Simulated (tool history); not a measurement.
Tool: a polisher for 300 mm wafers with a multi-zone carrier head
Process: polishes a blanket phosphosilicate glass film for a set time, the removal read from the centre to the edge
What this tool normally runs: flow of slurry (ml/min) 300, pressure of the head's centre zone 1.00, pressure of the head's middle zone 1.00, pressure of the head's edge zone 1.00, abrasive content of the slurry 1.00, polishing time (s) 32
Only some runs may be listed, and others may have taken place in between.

| run | hour | flow of slurry (ml/min) | pressure of the head's centre zone | pressure of the head's middle zone | pressure of the head's edge zone | abrasive content of the slurry | polishing time (s) | wafers since the last listed run | wafers polished on this pad | hours since the slurry nozzle was cleaned | hours since the centre zone pressure was calibrated | hours since the edge zone pressure was calibrated | hours since the carrier head's membrane was replaced | incoming thickness of the incoming film, nm | film removed at the wafer's centre (Å) | film removed at mid-radius (Å) | film removed at the wafer's edge (Å) |
|---|---|---|---|---|---|---|---|---|---|---|---|---|---|---|---|---|---|
| 1 | 0.0 | 300 | 1.00 | 1.00 | 1.00 | 1.00 | 32 | 0 | 881 | 216.9 | 824.2 | 373.7 | 694.3 | 1883.2 | 2721 | 2535 | 2576 |
| 2 | 10.0 | 300 | 1.00 | 1.00 | 1.03 | 1.00 | 32 | 73 | 955 | 226.9 | 834.2 | 383.7 | 704.3 | 1902.5 | 2769 | 2539 | 2609 |
| 3 | 16.5 | 250 | 1.00 | 1.00 | 1.00 | 1.00 | 32 | 47 | 1002 | 233.4 | 840.7 | 390.2 | 710.8 | 1869.1 | 2675 | 2450 | 2477 |
| 4 | 51.0 | 250 | 1.00 | 1.00 | 1.00 | 1.00 | 32 | 252 | 1254 | 267.9 | 875.2 | 424.7 | 745.3 | 1847.8 | 2752 | 2504 | 2534 |
|  | 70.1 | worn pad replaced by a new one |
| 5 | 70.6 | 300 | 1.00 | 1.05 | 1.00 | 1.00 | 32 | 113 | 3 | 287.5 | 894.8 | 444.3 | 764.9 | 1845.7 | 2797 | 2685 | 2490 |
|  | 81.9 | slurry nozzle cleaned |
| 6 | 85.2 | 300 | 1.00 | 1.05 | 1.00 | 1.00 | 32 | 99 | 103 | 3.3 | 909.4 | 458.9 | 779.5 | 1834.7 | 2846 | 2591 | 2621 |
| 7 | 95.5 | 300 | 1.00 | 1.00 | 1.00 | 1.00 | 25 | 75 | 178 | 13.6 | 919.7 | 469.2 | 789.8 | 1841.5 | 2205 | 2017 | 2029 |
|  | 114.3 | carrier head's membrane replaced by a new one |
| 8 | 114.8 | 300 | 1.00 | 1.00 | 1.00 | 1.00 | 32 | 104 | 283 | 32.9 | 939.0 | 488.5 | 0.5 | 1849.8 | 2824 | 2546 | 2531 |
| 9 | 117.0 | 250 | 1.00 | 1.00 | 1.00 | 1.00 | 32 | 16 | 299 | 35.1 | 941.2 | 490.7 | 2.7 | 1837.8 | 2771 | 2478 | 2526 |
| 10 | 132.1 | 300 | 1.00 | 1.00 | 1.07 | 1.00 | 32 | 110 | 409 | 50.2 | 956.3 | 505.8 | 17.8 | 1861.6 | 2840 | 2517 | 2654 |
| 11 | 145.2 | 250 | 1.00 | 1.00 | 1.00 | 1.00 | 32 | 95 | 505 | 63.3 | 969.4 | 518.9 | 30.9 | 1855.6 | 2812 | 2456 | 2549 |
| 12 | 152.2 | 230 | 1.06 | 1.05 | 1.00 | 1.00 | 28 | 51 | 556 | 70.3 | 976.4 | 525.9 | 37.9 | 1876.1 | 2491 | 2227 | 2180 |
|  | 163.4 | edge zone pressure recalibrated |
|  | 164.1 | centre zone pressure recalibrated |
| 13 | 167.9 | 300 | 1.00 | 1.00 | 1.00 | 1.00 | 32 | 94 | 651 | 86.0 | 3.8 | 4.5 | 53.6 | 1874.9 | 2517 | 2553 | 2505 |
| 14 | 182.0 | 385 | 1.12 | 1.00 | 1.00 | 1.10 | 24 | 103 | 754 | 100.1 | 17.9 | 18.6 | 67.7 | 1853.1 | 2282 | 2028 | 1993 |
| 15 | 192.2 | 300 | 1.00 | 1.00 | 1.00 | 1.00 | 26 | 74 | 828 | 110.3 | 28.1 | 28.8 | 77.9 | 1861.9 | 2024 | 2058 | 2061 |
| 16 | 202.2 | 300 | 0.96 | 1.00 | 1.00 | 1.10 | 42 | 73 | 901 | 120.3 | 38.1 | 38.8 | 87.9 | 1878.1 | 3434 | 3421 | 3389 |
| 17 | 208.9 | 300 | 1.00 | 1.11 | 1.10 | 1.25 | 37 | 48 | 950 | 127.0 | 44.8 | 45.5 | 94.6 | 1879.9 | 3245 | 3497 | 3438 |
| 18 | 215.0 | 300 | 1.06 | 1.09 | 1.05 | 1.15 | 32 | 44 | 995 | 133.1 | 50.9 | 51.6 | 100.7 | 1876.6 | 2863 | 2904 | 2747 |
| 19 | 221.1 | 250 | 1.00 | 1.00 | 1.00 | 1.00 | 32 | 44 | 1039 | 139.2 | 57.0 | 57.7 | 106.8 | 1861.4 | 2492 | 2496 | 2546 |
| 20 | 258.9 | 300 | 1.08 | 1.00 | 1.00 | 0.80 | 32 | 276 | 1316 | 177.0 | 94.8 | 95.5 | 144.6 | 1893.8 | 2469 | 2240 | 2314 |
| 21 | 276.5 | 300 | 1.07 | 1.00 | 0.92 | 1.20 | 32 | 128 | 1444 | 194.6 | 112.4 | 113.1 | 162.2 | 1861.6 | 2982 | 2710 | 2648 |
| 22 | 287.3 | 300 | 1.00 | 1.05 | 1.00 | 1.00 | 32 | 78 | 1523 | 205.4 | 123.2 | 123.9 | 173.0 | 1856.0 | 2555 | 2605 | 2535 |

Here are 4 independent what-if runs from the current tool condition. What would each one return?
| A | 287.7 | 365 | 1.00 | 1.00 | 1.00 | 1.00 | 32 | 2 | 1526 | 205.8 | 123.6 | 124.3 | 173.4 | 1862.5 | ? | ? | ? |
| B | 287.7 | 300 | 1.00 | 0.94 | 1.00 | 1.00 | 25 | 2 | 1526 | 205.8 | 123.6 | 124.3 | 173.4 | 1862.5 | ? | ? | ? |
| C | 287.7 | 205 | 1.00 | 1.00 | 1.11 | 1.00 | 32 | 2 | 1526 | 205.8 | 123.6 | 124.3 | 173.4 | 1862.5 | ? | ? | ? |
| D | 287.7 | 300 | 1.09 | 1.00 | 1.00 | 1.00 | 36 | 2 | 1526 | 205.8 | 123.6 | 124.3 | 173.4 | 1862.5 | ? | ? | ? |

| run | film removed at the wafer's centre (Å) | film removed at mid-radius (Å) | film removed at the wafer's edge (Å) |
|---|---|---|---|
| A | 2652 | 2598 | 2558 |
| B | 2028 | 1890 | 1971 |
| C | 2452 | 2419 | 2537 |
| D | 3186 | 2866 | 2836 |
With the hidden condition removed and each run's random variation left untouched, the same runs would have given:
| run | film removed at the wafer's centre (Å) | film removed at mid-radius (Å) | film removed at the wafer's edge (Å) |
|---|---|---|---|
| A | 2608 | 2598 | 2558 |
| B | 1995 | 1891 | 1971 |
| C | 2412 | 2420 | 2537 |
| D | 3135 | 2866 | 2836 |

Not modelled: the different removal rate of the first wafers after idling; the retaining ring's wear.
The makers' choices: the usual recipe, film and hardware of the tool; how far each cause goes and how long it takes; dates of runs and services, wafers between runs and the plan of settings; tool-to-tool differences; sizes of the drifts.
